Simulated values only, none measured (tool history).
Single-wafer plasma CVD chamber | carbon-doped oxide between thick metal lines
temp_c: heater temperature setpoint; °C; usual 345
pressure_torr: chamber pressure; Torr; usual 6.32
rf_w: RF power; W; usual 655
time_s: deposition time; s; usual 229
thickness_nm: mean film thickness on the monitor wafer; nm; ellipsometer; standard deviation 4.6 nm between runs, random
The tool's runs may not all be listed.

run	hour	temp_c	pressure_torr	rf_w	time_s	read-back reference wafer on the same gauge, thickness_nm	thickness_nm
1	0.0	345	6.32	655	229	1439.913	1377.002
2	14.8	345	6.32	655	229	1440.746	1368.418
3	44.3	345	6.32	655	229	1439.788	1374.770
4	75.6	345	6.32	655	229	1440.326	1377.857
5	89.3	345	6.32	655	229	1440.236	1376.705
6	101.9	345	6.32	570	241	1438.916	1335.783
# hour 113.9: thermocouple changed; heater temperature recalibrated
# hour 119.6: RF generator calibrated
# hour 138.0: showerhead replaced
7	138.5	345	6.32	570	241	1439.995	1301.588
8	151.4	345	6.32	570	241	1439.139	1306.590
# hour 176.8: RF generator calibrated, repeated, since the last time left the tool worse
9	177.3	345	5.26	655	229	1438.702	1355.634
10	184.2	345	6.32	655	243	1440.349	1506.129
# hour 202.4: capacitance manometer re-zeroed and calibrated
11	206.2	360	5.21	655	229	1440.048	1303.739
# hour 225.8: gauge calibrated
12	237.0	345	6.32	720	229	1440.609	1498.903
13	264.8	351	6.32	755	199	1440.919	1311.383
14	296.3	351	6.32	755	199	1441.455	1318.864
15	331.9	336	5.10	690	194	1439.856	1197.584
16	357.2	345	6.32	570	241	1438.736	1380.054
17	375.5	345	6.32	655	229	1441.287	1415.475

Run-by-run hidden state of the tool:
wafer temperature above the value expected at the setpoint (K): 0 on each run
true pressure above the setpoint (%): 0 on each run
gauge reads high (%): 0 on each run
H1: delivered RF power above the setpoint (%)
run	H1
1	-5.98
2	-6.06
3	-6.2
4	-6.36
5	-6.43
6	-6.5
7	-10.2
8	-10.3
9	-0.146
10	-0.181
11	-0.292
12	-0.448
13	-0.588
14	-0.747
15	-0.927
16	-1.06
17	-1.15

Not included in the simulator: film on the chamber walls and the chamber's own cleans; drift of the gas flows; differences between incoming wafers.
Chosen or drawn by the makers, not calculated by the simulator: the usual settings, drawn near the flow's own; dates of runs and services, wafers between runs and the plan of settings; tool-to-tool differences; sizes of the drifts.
